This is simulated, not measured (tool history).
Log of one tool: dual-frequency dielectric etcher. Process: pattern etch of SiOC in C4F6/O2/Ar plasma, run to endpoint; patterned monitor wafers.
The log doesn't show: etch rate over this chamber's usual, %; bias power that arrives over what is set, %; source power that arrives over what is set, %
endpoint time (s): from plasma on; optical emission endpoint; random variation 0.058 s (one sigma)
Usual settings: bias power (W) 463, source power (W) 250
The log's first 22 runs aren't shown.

run      day  bias power (W)  source power (W)  wafers since the last listed run  hours since the last wet clean  hours since the last bias power generator calibration  hours since the last source power generator calibration  hours since the last upper electrode change  incoming incoming film thickness, nm  endpoint time (s)
 23   93.942             538               230                               711                           708.9                                                  435.5                                                   1200.6                                         1407                                 45.65               16.7
      96.512  -- wet clean of the chamber
 24   96.533             512               270                               349                             0.5                                                  497.7                                                   1262.8                                       1469.2                                 45.38               15.8
 25   97.975             463               250                               316                            35.1                                                  532.3                                                   1297.4                                       1503.8                                 44.91               17.1
 26   99.654             551               190                               368                            75.4                                                  572.6                                                   1337.7                                       1544.1                                 45.75               18.1
 27  103.679             348               290                               882                             172                                                  669.2                                                   1434.3                                       1640.7                                 45.59                 19
 28  105.596             463               250                               420                             218                                                  715.2                                                   1480.3                                       1686.7                                 45.74               17.4
 29  108.988             463               290                               744                           299.4                                                  796.6                                                   1561.7                                       1768.1                                 45.39               16.1
 30  110.696             390               270                               374                           340.4                                                  837.6                                                   1602.7                                       1809.1                                 44.99               18.1
 31  115.171             566               290                               981                           447.8                                                    945                                                   1710.1                                       1916.5                                 45.09               14.5
 32  122.333             463               250                              1571                           619.7                                                 1116.9                                                     1882                                       2088.4                                 45.47               17.2
 33  127.592             433               280                              1153                           745.9                                                 1243.1                                                   2008.2                                       2214.6                                 45.29                 17
 34  130.042             463               280                               537                           804.7                                                 1301.9                                                     2067                                       2273.4                                 45.65               16.5

5 ways to go on from here, each from the tool as it stands after run 34. What would each give?
  A  130.058             561               250                                 3                           805.1                                                 1302.3                                                   2067.4                                       2273.8                                 45.69                  ?
  B  130.058             463               230                                 3                           805.1                                                 1302.3                                                   2067.4                                       2273.8                                 45.69                  ?
  C  130.058             544               210                                 3                           805.1                                                 1302.3                                                   2067.4                                       2273.8                                 45.69                  ?
  D  130.058             527               270                                 3                           805.1                                                 1302.3                                                   2067.4                                       2273.8                                 45.69                  ?
  E  130.058             417               280                                 3                           805.1                                                 1302.3                                                   2067.4                                       2273.8                                 45.69                  ?

run  endpoint time (s)
  A               15.7
  B                 18
  C               17.2
  D               15.6
  E               17.4
Without the tool's hidden state the same runs would have given:
run  endpoint time (s)
  A               15.7
  B                 18
  C               17.2
  D               15.7
  E               17.5
